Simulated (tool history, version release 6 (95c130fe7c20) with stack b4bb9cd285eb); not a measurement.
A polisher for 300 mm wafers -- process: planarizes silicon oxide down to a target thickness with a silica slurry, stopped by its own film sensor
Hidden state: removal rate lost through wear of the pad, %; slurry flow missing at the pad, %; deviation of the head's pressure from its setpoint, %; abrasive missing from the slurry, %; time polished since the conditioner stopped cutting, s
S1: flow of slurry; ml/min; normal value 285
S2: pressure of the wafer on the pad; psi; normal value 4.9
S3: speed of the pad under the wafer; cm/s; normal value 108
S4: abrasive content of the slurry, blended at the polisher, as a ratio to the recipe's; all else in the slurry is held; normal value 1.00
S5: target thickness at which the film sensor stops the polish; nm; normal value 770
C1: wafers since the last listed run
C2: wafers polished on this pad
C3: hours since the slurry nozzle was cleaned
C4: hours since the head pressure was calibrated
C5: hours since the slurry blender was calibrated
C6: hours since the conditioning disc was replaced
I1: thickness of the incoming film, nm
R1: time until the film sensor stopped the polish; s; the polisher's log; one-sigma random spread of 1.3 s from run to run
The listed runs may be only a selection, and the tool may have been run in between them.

run,hour,S1,S2,S3,S4,S5,C1,C2,C3,C4,C5,C6,I1,R1
1,0.0,285,4.9,108,1.00,770,0,575,104.3,200.6,136.6,140.7,1081.3,90.3
2,26.5,285,4.9,108,1.00,770,226,801,130.8,227.1,163.1,167.2,1076.5,88.9
3,38.5,285,4.9,108,1.00,770,102,904,142.8,239.1,175.1,179.2,1072.6,85.3
4,54.0,230,4.9,108,1.00,770,132,1036,158.3,254.6,190.6,194.7,1080.2,88.7
# hour 89.5: conditioning disc replaced and pad reconditioned
5,90.0,285,4.9,118,1.00,770,290,1327,194.3,290.6,226.6,0.5,1082.7,85.8
6,121.8,285,4.9,108,1.00,770,271,1598,226.1,322.4,258.4,32.3,1068.3,84.7
7,151.4,285,4.9,86,1.25,663,252,1851,255.7,352.0,288.0,61.9,1085.3,119.8
# hour 182.3: worn pad replaced by a new one
8,186.2,285,4.9,108,1.00,770,263,33,290.5,386.8,322.8,96.7,1080.5,87.0
9,208.2,285,5.5,108,0.90,770,187,221,312.5,408.8,344.8,118.7,1074.9,78.5
10,228.7,285,4.9,82,0.85,841,175,396,333.0,429.3,365.3,139.2,1093.8,85.9
# hour 259.0: slurry blender recalibrated
11,261.9,285,4.9,108,1.00,770,266,663,366.2,462.5,2.9,172.4,1085.6,88.8
12,292.9,285,4.9,90,1.20,676,264,927,397.2,493.5,33.9,203.4,1084.1,117.0
# hour 302.6: head pressure recalibrated
13,318.8,360,4.9,108,0.90,770,204,1132,423.1,16.2,59.8,229.3,1075.8,86.7
# hour 335.8: conditioning disc replaced and pad reconditioned
14,338.4,285,4.9,108,1.00,863,150,1282,442.7,35.8,79.4,2.6,1098.4,66.4
15,358.7,285,6.1,144,1.00,770,173,1455,463.0,56.1,99.7,22.9,1071.5,58.8
16,380.9,285,4.9,108,1.00,770,189,1645,485.2,78.3,121.9,45.1,1090.6,91.3
17,403.5,285,4.9,144,1.00,714,193,1838,507.8,100.9,144.5,67.7,1066.7,83.7
# hour 414.8: worn pad replaced by a new one
18,432.7,285,4.9,108,1.15,704,215,152,537.0,130.1,173.7,96.9,1077.9,99.7
19,466.4,385,4.3,108,1.00,770,287,440,570.7,163.8,207.4,130.6,1090.5,103.6
20,487.1,285,4.9,108,1.00,770,176,617,591.4,184.5,228.1,151.3,1103.2,95.1
21,505.2,285,4.9,82,0.85,841,154,772,609.5,202.6,246.2,169.4,1077.8,81.6
# hour 525.4: slurry nozzle cleaned
22,526.4,330,4.9,122,1.00,770,172,944,1.0,223.8,267.4,190.6,1078.6,81.8
# hour 543.5: conditioning disc replaced and pad reconditioned
23,545.4,285,4.9,108,1.20,770,145,1090,20.0,242.8,286.4,1.9,1089.8,87.7
24,572.4,285,3.5,108,1.10,770,230,1320,47.0,269.8,313.4,28.9,1094.3,123.4
25,590.5,370,4.9,108,1.00,663,154,1475,65.1,287.9,331.5,47.0,1059.4,108.8
26,605.9,340,4.9,108,1.00,770,131,1607,80.5,303.3,346.9,62.4,1083.7,90.7

Alternative continuations, all from the tool just after run 26; predict every row:
A,606.3,365,4.9,108,1.00,770,3,1610,80.9,303.7,347.3,62.8,1093.0,?
B,606.3,200,4.9,130,0.80,663,3,1610,80.9,303.7,347.3,62.8,1093.0,?
C,606.3,190,3.3,108,1.00,770,3,1610,80.9,303.7,347.3,62.8,1093.0,?

run,R1
A,90.0
B,123.6
C,139.8
What these runs would have given with no unlogged condition in the tool:
run,R1
A,90.0
B,123.6
C,139.8
